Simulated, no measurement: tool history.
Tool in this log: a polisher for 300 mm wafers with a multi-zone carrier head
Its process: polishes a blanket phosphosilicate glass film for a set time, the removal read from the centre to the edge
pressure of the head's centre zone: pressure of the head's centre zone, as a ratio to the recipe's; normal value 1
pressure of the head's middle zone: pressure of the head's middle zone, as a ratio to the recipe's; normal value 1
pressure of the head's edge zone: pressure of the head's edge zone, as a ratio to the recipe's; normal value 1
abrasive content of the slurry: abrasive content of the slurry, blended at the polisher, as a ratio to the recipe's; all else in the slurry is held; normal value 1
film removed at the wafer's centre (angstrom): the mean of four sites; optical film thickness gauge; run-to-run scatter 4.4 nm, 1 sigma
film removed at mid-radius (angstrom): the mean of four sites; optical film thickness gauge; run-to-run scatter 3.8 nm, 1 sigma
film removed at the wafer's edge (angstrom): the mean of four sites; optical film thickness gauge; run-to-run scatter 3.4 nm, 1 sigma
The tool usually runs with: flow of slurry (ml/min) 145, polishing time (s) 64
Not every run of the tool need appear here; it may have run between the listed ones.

run,hour,flow of slurry (ml/min),pressure of the head's centre zone,pressure of the head's middle zone,pressure of the head's edge zone,abrasive content of the slurry,polishing time (s),wafers since the last listed run,wafers polished on this pad,hours since the slurry nozzle was cleaned,hours since the centre zone pressure was calibrated,hours since the edge zone pressure was calibrated,hours since the carrier head's membrane was replaced,"incoming thickness of the incoming film, nm",film removed at the wafer's centre (angstrom),film removed at mid-radius (angstrom),film removed at the wafer's edge (angstrom)
1,0,145,1,1,1.05,1,64,0,2539,303,69.5,275.9,981,2188.9,5138,5146,5197
# hour 42: worn pad replaced by a new one
2,62.8,145,1,1,1.05,1,64,861,304,365.8,132.3,338.7,1043.8,2179,5079,5031,5185
3,109.2,145,1,1,1.05,1,64,680,985,412.2,178.7,385.1,1090.2,2191.9,5069,5080,5132
# hour 280.9: worn pad replaced by a new one, of another model than before
4,287.8,145,1,1,1,1,64,2558,101,590.8,357.3,563.7,1268.8,2193.7,4999,5006,5050
5,318.4,145,1,1,1,1,64,448,549,621.4,387.9,594.3,1299.4,2190,4973,5095,5059
6,358.1,145,1,1,1,1,64,581,1131,661.1,427.6,634,1339.1,2178.5,5030,5032,5077
7,385.6,135,1,1,1,1,64,403,1534,688.6,455.1,661.5,1366.6,2223.1,4918,4948,5002
# hour 395.8: slurry nozzle cleaned
# hour 398.6: centre zone pressure recalibrated
# hour 407: carrier head's membrane replaced by a new one
8,448.5,135,1,1,1,1,64,804,2339,52.7,49.9,724.4,41.5,2223.3,5159,5241,5180
# hour 516.4: worn pad replaced by a new one
9,617.6,145,1,1,0.93,1,64,2419,1483,221.8,219,893.5,210.6,2188,5252,5214,5046
10,655.7,145,1,1,1,1.15,52,558,2041,259.9,257.1,931.6,248.7,2201.9,4422,4471,4369
11,717.5,145,0.97,1,1,0.75,64,905,2947,321.7,318.9,993.4,310.5,2186.6,4296,4560,4457
# hour 753: worn pad replaced by a new one
12,753.6,145,0.9,1,1,1,64,470,8,357.8,355,1029.5,346.6,2180.9,4609,5088,5127
13,788.1,105,1,1,1,1.15,86,505,514,392.3,389.5,1064,381.1,2147,6844,6944,7076
# hour 807.7: centre zone pressure recalibrated
14,844.9,195,1,1.07,0.93,0.8,64,803,1317,449.1,37.2,1120.8,437.9,2192.4,4923,5074,4639
15,888.9,145,1,1,1,1,64,644,1962,493.1,81.2,1164.8,481.9,2228.2,5125,5062,5112
# hour 936.2: edge zone pressure recalibrated
16,936.7,145,0.9,1,1,1,55,671,2633,540.9,129,0.5,529.7,2156.5,3897,4446,4340
17,999.6,105,1,1,1,1.15,86,921,3555,603.8,191.9,63.4,592.6,2238.3,6793,6822,7024
# hour 1017.7: worn pad replaced by a new one
18,1107.5,190,1,1.11,1,0.75,79,1522,1315,711.7,299.8,171.3,700.5,2156.3,5582,6101,5655
# hour 1122.7: slurry nozzle cleaned
19,1157,145,1,1,1,0.8,64,710,2026,34.3,349.3,220.8,750,2221,4766,4760,4685
20,1190.3,190,1,1.05,1.1,1.3,64,488,2514,67.6,382.6,254.1,783.3,2200.1,5950,6199,6043

Each row is a separate what-if for the run after 20, all from the same tool condition, not one after another. Results?
A,1190.7,105,1,1,1,1,64,5,2520,68,383,254.5,783.7,2181.3,?,?,?
B,1190.7,145,1,1,0.9,1.2,47,5,2520,68,383,254.5,783.7,2181.3,?,?,?
C,1190.7,180,1,1,1,1,64,5,2520,68,383,254.5,783.7,2181.3,?,?,?

run,film removed at the wafer's centre (angstrom),film removed at mid-radius (angstrom),film removed at the wafer's edge (angstrom)
A,4864,4980,5025
B,4068,4139,3982
C,5305,5378,5306
Without the tool's hidden state the same runs would have given:
run,film removed at the wafer's centre (angstrom),film removed at mid-radius (angstrom),film removed at the wafer's edge (angstrom)
A,4906,5019,5051
B,4096,4165,4000
C,5337,5407,5327
